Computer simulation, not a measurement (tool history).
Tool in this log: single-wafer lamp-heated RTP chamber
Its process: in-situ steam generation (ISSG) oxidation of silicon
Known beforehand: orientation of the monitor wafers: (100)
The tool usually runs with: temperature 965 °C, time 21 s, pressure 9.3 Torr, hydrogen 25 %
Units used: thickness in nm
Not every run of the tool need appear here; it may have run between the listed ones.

run,hour,temperature,time,pressure,hydrogen,"read-back reference wafer on the same gauge, thickness",thickness
1,0,965,24,9.3,25,4.931,6.58
2,17.4,965,21,9.9,25,4.93,6.141
3,41.6,965,21,9.9,25,4.929,6.155
4,67.6,965,21,9.9,25,4.929,6.159
# hour 90.7: hydrogen flow controller replaced
5,155.8,965,21,9.3,25,4.93,6.222
6,181.7,965,21,9.3,25,4.93,6.245
7,215.4,965,21,9.3,25,4.93,6.242
8,274.1,965,21,9.3,25,4.931,6.245
9,304.1,979,21,8.2,19,4.93,6.242
# hour 313.6: pyrometer window cleaned and pyrometer calibrated
10,334.3,965,21,9.3,25,4.928,6.148
# hour 367.4: pressure gauge zeroed
11,367.9,951,21,9.3,32,4.929,6.219
12,388.4,965,14,9.3,25,4.93,5.23
13,417.5,965,21,9.9,25,4.929,6.123
14,439.4,965,21,9.3,25,4.931,6.181
15,456.4,955,21,9.3,18,4.931,5.58
16,486.1,965,21,10.2,28,4.929,6.243
17,507,984,21,8.7,30,4.932,7.025
18,535.6,965,21,8.8,17,4.929,5.748
19,564.6,972,21,8.5,20,4.93,6.107
# hour 592.5: gauge calibrated
20,600,978,21,8,28,4.929,6.796
21,629.6,947,15,8,25,4.928,5.22
22,644.7,965,13,9.3,25,4.931,5.123
23,671.9,965,21,9.3,25,4.93,6.224
24,684.3,965,21,10.2,19,4.929,5.768
25,705.4,972,21,10.2,22,4.929,6.101
26,725,945,29,9.3,30,4.93,6.962
27,754.2,965,18,9.3,30,4.929,6.076
28,783.6,965,21,9.9,25,4.93,6.169
# hour 793: pyrometer window cleaned and pyrometer calibrated
29,805,965,21,10.2,25,4.931,6.032
30,838.6,965,17,7.9,21,4.93,5.474
31,870.8,965,25,10,25,4.929,6.56

Table of differences, measured result less the result of that run with no hidden state. Run-to-run variation is the same in both. Gauge scatter possibly is not:
What the log doesn't record here: true wafer temperature minus pyrometer reading, K; true pressure minus gauge reading, Torr; deviation of the hydrogen flow from its setpoint, %; gauge reads high (%).
run,thickness
1,+0.102
2,+0.095
3,+0.099
4,+0.103
5,+0.114
6,+0.115
7,+0.118
8,+0.12
9,+0.131
10,+0.02
11,+0.036
12,+0.035
13,+0.058
14,+0.067
15,+0.061
16,+0.08
17,+0.106
18,+0.081
19,+0.095
20,+0.115
21,+0.066
22,+0.07
23,+0.103
24,+0.096
25,+0.107
26,+0.118
27,+0.099
28,+0.107
29,+0.012
30,+0.027
31,+0.053

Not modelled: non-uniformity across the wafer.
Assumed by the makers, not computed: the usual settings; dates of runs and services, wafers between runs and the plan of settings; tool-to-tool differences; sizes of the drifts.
